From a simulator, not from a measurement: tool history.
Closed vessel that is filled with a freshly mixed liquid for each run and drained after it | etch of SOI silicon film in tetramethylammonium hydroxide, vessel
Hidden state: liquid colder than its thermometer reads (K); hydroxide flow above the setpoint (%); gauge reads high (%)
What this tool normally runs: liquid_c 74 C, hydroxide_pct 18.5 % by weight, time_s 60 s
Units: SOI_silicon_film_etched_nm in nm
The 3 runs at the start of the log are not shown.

| run | hour | liquid_c | hydroxide_pct | time_s | wafers since the last listed run | hours since the thermometer was replaced | hours since the hydroxide flow meter was replaced | hours since the gauge calibration | read-back film thickness of the SOI silicon film reference wafer, read on the same gauge (nm) | SOI_silicon_film_etched_nm |
|---|---|---|---|---|---|---|---|---|---|---|
| 4 | 65.5 | 74 | 15.5 | 85 | 2908 | 1697.9 | 496.6 | 490.4 | 109.99 | 618.49 |
| 5 | 92.5 | 74 | 18.5 | 45 | 2558 | 1724.9 | 523.6 | 517.4 | 109.99 | 299.78 |
| 6 | 111.2 | 74 | 18.5 | 45 | 1771 | 1743.6 | 542.3 | 536.1 | 109.99 | 299.56 |
| 7 | 134.4 | 74 | 18.5 | 45 | 2198 | 1766.8 | 565.5 | 559.3 | 109.97 | 298.71 |
| 8 | 154.4 | 74 | 18.5 | 60 | 1895 | 1786.8 | 585.5 | 579.3 | 110 | 399.66 |
| 9 | 167.6 | 74 | 18.5 | 60 | 1250 | 1800 | 598.7 | 592.5 | 109.99 | 398.63 |
| 10 | 182.7 | 74 | 20 | 75 | 1430 | 1815.1 | 613.8 | 607.6 | 110 | 472.66 |
| 11 | 209.4 | 74 | 18.5 | 60 | 2529 | 1841.8 | 640.5 | 634.3 | 110.01 | 396.84 |
| 12 | 221.8 | 74 | 18.5 | 60 | 1174 | 1854.2 | 652.9 | 646.7 | 109.99 | 397.86 |
| 13 | 241.4 | 74 | 18.5 | 60 | 1857 | 1873.8 | 672.5 | 666.3 | 109.99 | 397.78 |
|  | 253.6 | hydroxide flow meter replaced |
| 14 | 276 | 74 | 18.5 | 60 | 3183 | 1908.4 | 22.4 | 700.9 | 109.99 | 414.76 |
| 15 | 292.8 | 74 | 18.5 | 60 | 1591 | 1925.2 | 39.2 | 717.7 | 109.98 | 420.55 |
|  | 327.4 | thermometer replaced |
| 16 | 328.2 | 74 | 18.5 | 60 | 3259 | 0.8 | 74.6 | 753.1 | 110.01 | 414.57 |
| 17 | 349.8 | 74 | 18.5 | 85 | 2046 | 22.4 | 96.2 | 774.7 | 110.02 | 587.03 |
| 18 | 381.6 | 78 | 20 | 45 | 3013 | 54.2 | 128 | 806.5 | 109.99 | 377.14 |
| 19 | 403.5 | 74 | 23 | 70 | 2075 | 76.1 | 149.9 | 828.4 | 110 | 406.85 |
| 20 | 420.7 | 72 | 20.5 | 60 | 1629 | 93.3 | 167.1 | 845.6 | 110.01 | 345 |
| 21 | 441.1 | 66 | 18.5 | 30 | 1932 | 113.7 | 187.5 | 866 | 109.98 | 127.17 |
| 22 | 465.5 | 74 | 18.5 | 60 | 2311 | 138.1 | 211.9 | 890.4 | 109.99 | 408.17 |

What does the tool deliver on the next run?
|  | 492.8 | gauge calibrated |
| 23 | 493.8 | 74 | 24 | 30 | 2681 | 166.4 | 240.2 | 1 | ? | ? |

{"run 23": {"read-back film thickness of the SOI silicon film reference wafer, read on the same gauge (nm)": 110, "SOI_silicon_film_etched_nm": 160.83}}
On a tool with no hidden condition, and with the same random variation, this run would have come out at SOI_silicon_film_etched_nm 173.4 nm.

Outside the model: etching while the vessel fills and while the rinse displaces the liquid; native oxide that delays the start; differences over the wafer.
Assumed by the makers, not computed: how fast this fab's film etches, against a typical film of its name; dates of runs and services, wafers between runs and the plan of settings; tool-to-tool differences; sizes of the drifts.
